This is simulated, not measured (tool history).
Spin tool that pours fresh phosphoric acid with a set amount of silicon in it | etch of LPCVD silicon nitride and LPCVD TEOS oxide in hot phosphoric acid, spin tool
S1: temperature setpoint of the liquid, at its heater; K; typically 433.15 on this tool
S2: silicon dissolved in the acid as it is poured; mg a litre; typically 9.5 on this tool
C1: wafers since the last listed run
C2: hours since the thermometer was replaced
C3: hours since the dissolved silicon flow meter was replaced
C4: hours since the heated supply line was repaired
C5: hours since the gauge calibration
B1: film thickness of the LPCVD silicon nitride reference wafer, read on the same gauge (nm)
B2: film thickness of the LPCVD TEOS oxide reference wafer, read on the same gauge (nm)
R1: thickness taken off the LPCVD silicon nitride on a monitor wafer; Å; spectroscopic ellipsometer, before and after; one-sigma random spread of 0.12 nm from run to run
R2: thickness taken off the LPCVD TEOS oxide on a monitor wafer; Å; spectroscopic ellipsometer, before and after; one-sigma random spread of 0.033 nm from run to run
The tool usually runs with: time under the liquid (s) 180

{"run": 1, "hour": 0.0, "S1": 433.15, "S2": 9.5, "time under the liquid (s)": 180, "C1": 0, "C2": 1011.1, "C3": 588.9, "C4": 2072.3, "C5": 73.8, "B1": 50.03, "B2": 149.954, "R1": 159.2, "R2": 4.89}
{"run": 2, "hour": 38.7, "S1": 433.15, "S2": 9.5, "time under the liquid (s)": 180, "C1": 176, "C2": 1049.8, "C3": 627.6, "C4": 2111, "C5": 112.5, "B1": 50.01, "B2": 150.028, "R1": 158.9, "R2": 5.09}
{"run": 3, "hour": 104.6, "S1": 433.15, "S2": 9.5, "time under the liquid (s)": 180, "C1": 300, "C2": 1115.7, "C3": 693.5, "C4": 2176.9, "C5": 178.4, "B1": 50, "B2": 149.999, "R1": 159.5, "R2": 5.15}
{"run": 4, "hour": 174.9, "S1": 433.15, "S2": 9.5, "time under the liquid (s)": 180, "C1": 320, "C2": 1186, "C3": 763.8, "C4": 2247.2, "C5": 248.7, "B1": 49.97, "B2": 149.999, "R1": 159.9, "R2": 4.72}
{"run": 5, "hour": 419.2, "S1": 435.15, "S2": 9.5, "time under the liquid (s)": 180, "C1": 1113, "C2": 1430.3, "C3": 1008.1, "C4": 2491.5, "C5": 493, "B1": 50, "B2": 150, "R1": 167.4, "R2": 5.1}
{"hour": 484.4, "done": "thermometer replaced"}
{"run": 6, "hour": 486.1, "S1": 435.15, "S2": 9.5, "time under the liquid (s)": 180, "C1": 300, "C2": 1.7, "C3": 1075, "C4": 2558.4, "C5": 559.9, "B1": 50.02, "B2": 149.997, "R1": 166.9, "R2": 5.63}
{"hour": 520.7, "done": "heated supply line repaired"}
{"run": 7, "hour": 527.8, "S1": 433.15, "S2": 6, "time under the liquid (s)": 180, "C1": 185, "C2": 43.4, "C3": 1116.7, "C4": 7.1, "C5": 601.6, "B1": 50.02, "B2": 149.963, "R1": 145.6, "R2": 4.44}

For run 8, what comes out?
{"run": 8, "hour": 628.9, "S1": 433.15, "S2": 9.5, "time under the liquid (s)": 235, "C1": 460, "C2": 144.5, "C3": 1217.8, "C4": 108.2, "C5": 702.7, "B1": "?", "B2": "?", "R1": "?", "R2": "?"}

B1: 50
B2: 149.996
R1: 186.4 Å
R2: 4.65 Å
With no hidden state in the tool, this same run would have given R1 222 Å, R2 6.83 Å.

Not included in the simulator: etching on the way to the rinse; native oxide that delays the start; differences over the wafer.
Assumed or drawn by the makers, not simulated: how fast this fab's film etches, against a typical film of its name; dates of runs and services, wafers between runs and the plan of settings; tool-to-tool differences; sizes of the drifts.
